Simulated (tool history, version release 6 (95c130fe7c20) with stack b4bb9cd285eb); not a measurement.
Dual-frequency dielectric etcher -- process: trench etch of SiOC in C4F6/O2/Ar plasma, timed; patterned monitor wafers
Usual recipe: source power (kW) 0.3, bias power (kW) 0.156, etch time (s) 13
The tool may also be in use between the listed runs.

run	hour	source power (kW)	bias power (kW)	etch time (s)	wafers since the last listed run	hours since the last wet clean	hours since the last source power generator calibration	hours since the last bias power generator calibration	hours since the last upper electrode change	hours since the gauge calibration	read-back reference wafer on the same gauge, depth_nm	mean etch depth across the wafer (Å)
1	0	0.34	0.156	13	0	303.7	3627.4	2335.6	4418.3	179.1	19.79	246.7
2	33.5	0.34	0.156	13	561	337.2	3660.9	2369.1	4451.8	212.6	19.79	247.6
3	59.1	0.34	0.156	13	429	362.8	3686.5	2394.7	4477.4	238.2	19.8	248.3
4	79.9	0.3	0.156	13	348	383.6	3707.3	2415.5	4498.2	259	19.8	228.3
5	100.4	0.3	0.156	13	343	404.1	3727.8	2436	4518.7	279.5	19.79	229.2
# hour 146.7: wet clean of the chamber
6	147.2	0.3	0.156	13	382	0.5	3774.6	2482.8	4565.5	326.3	19.8	234.2
# hour 148.9: gauge calibrated
7	151.9	0.3	0.187	13	78	5.2	3779.3	2487.5	4570.2	3	19.8	247.5
8	187.9	0.34	0.142	13	603	41.2	3815.3	2523.5	4606.2	39	19.81	243.5
# hour 193.6: bias power generator calibrated
# hour 216.2: wet clean of the chamber, repeated, since the last time left the tool worse
# hour 227.8: upper electrode replaced
# hour 228.4: source power generator calibrated
9	228.9	0.34	0.156	13	38	12.7	0.5	35.3	1.1	80	19.8	243.1
10	235.5	0.25	0.184	15.5	110	19.3	7.1	41.9	7.7	86.6	19.8	252.5
11	268.1	0.26	0.166	11.5	546	51.9	39.7	74.5	40.3	119.2	19.8	186
12	364.2	0.35	0.186	16	1611	148	135.8	170.6	136.4	215.3	19.8	326.4
13	384.7	0.3	0.176	13	343	168.5	156.3	191.1	156.9	235.8	19.81	237
14	414.4	0.34	0.142	13	498	198.2	186	220.8	186.6	265.5	19.8	240.2

Consider 5 possible next runs. They are alternatives, not a sequence: every one starts from the tool as it was left by run 14. What does each give?
A	414.8	0.3	0.156	13	6	198.6	186.4	221.2	187	265.9	?	?
B	414.8	0.26	0.156	15	6	198.6	186.4	221.2	187	265.9	?	?
C	414.8	0.23	0.175	15.5	6	198.6	186.4	221.2	187	265.9	?	?
D	414.8	0.26	0.182	9.5	6	198.6	186.4	221.2	187	265.9	?	?
E	414.8	0.37	0.156	13	6	198.6	186.4	221.2	187	265.9	?	?

run	read-back reference wafer on the same gauge, depth_nm	mean etch depth across the wafer (Å)
A	19.8	226.3
B	19.8	237.9
C	19.8	234.5
D	19.8	159
E	19.8	256.3
With no hidden state in the tool, these same runs would have given:
run	mean etch depth across the wafer (Å)
A	223.9
B	235.3
C	231.9
D	157.3
E	253.5
